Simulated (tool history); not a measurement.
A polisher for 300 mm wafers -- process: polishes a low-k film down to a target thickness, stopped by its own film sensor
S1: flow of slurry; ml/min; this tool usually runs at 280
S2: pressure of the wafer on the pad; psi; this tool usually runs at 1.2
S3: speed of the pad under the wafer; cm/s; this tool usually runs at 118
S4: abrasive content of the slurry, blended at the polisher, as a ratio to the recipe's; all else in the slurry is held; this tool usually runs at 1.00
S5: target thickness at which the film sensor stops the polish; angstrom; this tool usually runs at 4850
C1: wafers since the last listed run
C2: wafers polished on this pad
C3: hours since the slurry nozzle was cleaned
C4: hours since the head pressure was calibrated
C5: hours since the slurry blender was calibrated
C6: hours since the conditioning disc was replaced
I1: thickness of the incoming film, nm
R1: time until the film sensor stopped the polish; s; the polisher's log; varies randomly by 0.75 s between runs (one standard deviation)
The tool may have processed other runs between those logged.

Run 1, hour 0.0: usual settings; C1 0; C2 755; C3 635.4; C4 264.4; C5 0.5; C6 361.1; I1 510.6. Result: R1 83.5 s.
At hour 50.7: conditioning disc replaced and pad reconditioned.
Run 2, hour 87.0: usual settings; C1 489; C2 1244; C3 722.4; C4 351.4; C5 87.5; C6 36.3; I1 518.3. Result: R1 109.1 s.
At hour 209.3: slurry nozzle cleaned.
Run 3, hour 306.7: usual settings; C1 1258; C2 2502; C3 97.4; C4 571.1; C5 307.2; C6 256.0; I1 502.5. Result: R1 54.4 s.
At hour 362.6: worn pad replaced by a new one.
Run 4, hour 408.0: usual settings; C1 559; C2 261; C3 198.7; C4 672.4; C5 408.5; C6 357.3; I1 507.2. Result: R1 71.2 s.
Run 5, hour 467.2: usual settings; C1 340; C2 602; C3 257.9; C4 731.6; C5 467.7; C6 416.5; I1 515.4. Result: R1 96.5 s.
At hour 502.1: slurry blender recalibrated.
At hour 506.4: conditioning disc replaced and pad reconditioned.
Run 6, hour 543.4: usual settings but S5 4790 angstrom; C1 415; C2 1017; C3 334.1; C4 807.8; C5 41.3; C6 37.0; I1 509.9. Result: R1 100.1 s.
Run 7, hour 608.0: usual settings but S5 4790 angstrom; C1 371; C2 1389; C3 398.7; C4 872.4; C5 105.9; C6 101.6; I1 505.3. Result: R1 84.4 s.
At hour 657.3: head pressure recalibrated.
Run 8, hour 703.9: usual settings but S3 126 cm/s, S4 1.10; C1 540; C2 1929; C3 494.6; C4 46.6; C5 201.8; C6 197.5; I1 505.0. Result: R1 60.2 s.
Run 9, hour 754.3: usual settings; C1 290; C2 2219; C3 545.0; C4 97.0; C5 252.2; C6 247.9; I1 507.9. Result: R1 76.7 s.
Run 10, hour 809.8: usual settings; C1 319; C2 2539; C3 600.5; C4 152.5; C5 307.7; C6 303.4; I1 509.1. Result: R1 79.8 s.
At hour 837.7: worn pad replaced by a new one.
At hour 882.5: slurry nozzle cleaned.
Run 11, hour 894.9: usual settings but S1 370 ml/min, S4 0.80, S5 4820 angstrom; C1 460; C2 323; C3 12.4; C4 237.6; C5 392.8; C6 388.5; I1 510.7. Result: R1 95.9 s.
Run 12, hour 939.9: usual settings but S2 1.3 psi; C1 258; C2 582; C3 57.4; C4 282.6; C5 437.8; C6 433.5; I1 505.1. Result: R1 58.7 s.
Run 13, hour 982.2: usual settings but S1 250 ml/min, S4 0.85; C1 243; C2 825; C3 99.7; C4 324.9; C5 480.1; C6 475.8; I1 504.5. Result: R1 67.0 s.
At hour 995.5: slurry blender recalibrated.
At hour 1005.8: conditioning disc replaced and pad reconditioned.
Run 14, hour 1046.3: usual settings; C1 345; C2 1171; C3 163.8; C4 389.0; C5 50.8; C6 40.5; I1 506.1. Result: R1 66.1 s.
Run 15, hour 1142.2: usual settings but S1 255 ml/min, S4 0.85; C1 551; C2 1723; C3 259.7; C4 484.9; C5 146.7; C6 136.4; I1 521.8. Result: R1 131.1 s.
Run 16, hour 1227.0: usual settings but S1 235 ml/min, S4 1.15; C1 487; C2 2211; C3 344.5; C4 569.7; C5 231.5; C6 221.2; I1 514.9. Result: R1 94.1 s.
At hour 1318.1: worn pad replaced by a new one.
Run 17, hour 1323.1: usual settings but S4 1.10; C1 529; C2 28; C3 440.6; C4 665.8; C5 327.6; C6 317.3; I1 521.4. Result: R1 114.0 s.
Run 18, hour 1403.5: usual settings; C1 462; C2 491; C3 521.0; C4 746.2; C5 408.0; C6 397.7; I1 502.4. Result: R1 57.3 s.
Run 19, hour 1440.5: usual settings; C1 212; C2 704; C3 558.0; C4 783.2; C5 445.0; C6 434.7; I1 512.9. Result: R1 91.9 s.
At hour 1466.2: conditioning disc replaced and pad reconditioned.
At hour 1471.6: slurry blender recalibrated.
Run 20, hour 1536.9: usual settings but S3 140 cm/s; C1 531; C2 1236; C3 654.4; C4 879.6; C5 65.3; C6 70.7; I1 515.5. Result: R1 89.6 s.
Run 21, hour 1596.1: usual settings but S1 205 ml/min, S3 144 cm/s; C1 340; C2 1576; C3 713.6; C4 938.8; C5 124.5; C6 129.9; I1 511.6. Result: R1 80.6 s.
At hour 1623.6: head pressure recalibrated.
At hour 1624.3: slurry nozzle cleaned.
Run 22, hour 1664.7: usual settings; C1 378; C2 1955; C3 40.4; C4 41.1; C5 193.1; C6 198.5; I1 513.5. Result: R1 88.3 s.
At hour 1736.9: worn pad replaced by a new one.
At hour 1861.0: slurry blender recalibrated.
Run 23, hour 1950.1: usual settings; C1 1607; C2 1215; C3 325.8; C4 326.5; C5 89.1; C6 483.9; I1 503.2. Result: R1 58.4 s.
At hour 1969.9: conditioning disc replaced and pad reconditioned.
Run 24, hour 2049.7: usual settings but S1 335 ml/min, S3 88 cm/s, S4 1.10, S5 4930 angstrom; C1 561; C2 1777; C3 425.4; C4 426.1; C5 188.7; C6 79.8; I1 512.0. Result: R1 73.1 s.

Branching from run 24: 5 alternative next runs. What would each branch give?
Run A, hour 2050.1: usual settings; C1 2; C2 1779; C3 425.8; C4 426.5; C5 189.1; C6 80.2; I1 518.8. Result: R1 ?.
Run B, hour 2050.1: usual settings but S1 210 ml/min; C1 2; C2 1779; C3 425.8; C4 426.5; C5 189.1; C6 80.2; I1 518.8. Result: R1 ?.
Run C, hour 2050.1: usual settings but S1 225 ml/min, S2 1.0 psi, S4 0.90; C1 2; C2 1779; C3 425.8; C4 426.5; C5 189.1; C6 80.2; I1 518.8. Result: R1 ?.
Run D, hour 2050.1: usual settings but S5 4940 angstrom; C1 2; C2 1779; C3 425.8; C4 426.5; C5 189.1; C6 80.2; I1 518.8. Result: R1 ?.
Run E, hour 2050.1: usual settings but S2 0.9 psi; C1 2; C2 1779; C3 425.8; C4 426.5; C5 189.1; C6 80.2; I1 518.8. Result: R1 ?.

run     R1
  A  110.9
  B  116.7
  C  145.4
  D   81.3
  E  147.8
Stripped of hidden state, with their random variation kept, the same runs would have yielded:
run     R1
  A  104.5
  B  108.0
  C  135.2
  D   76.7
  E  139.4
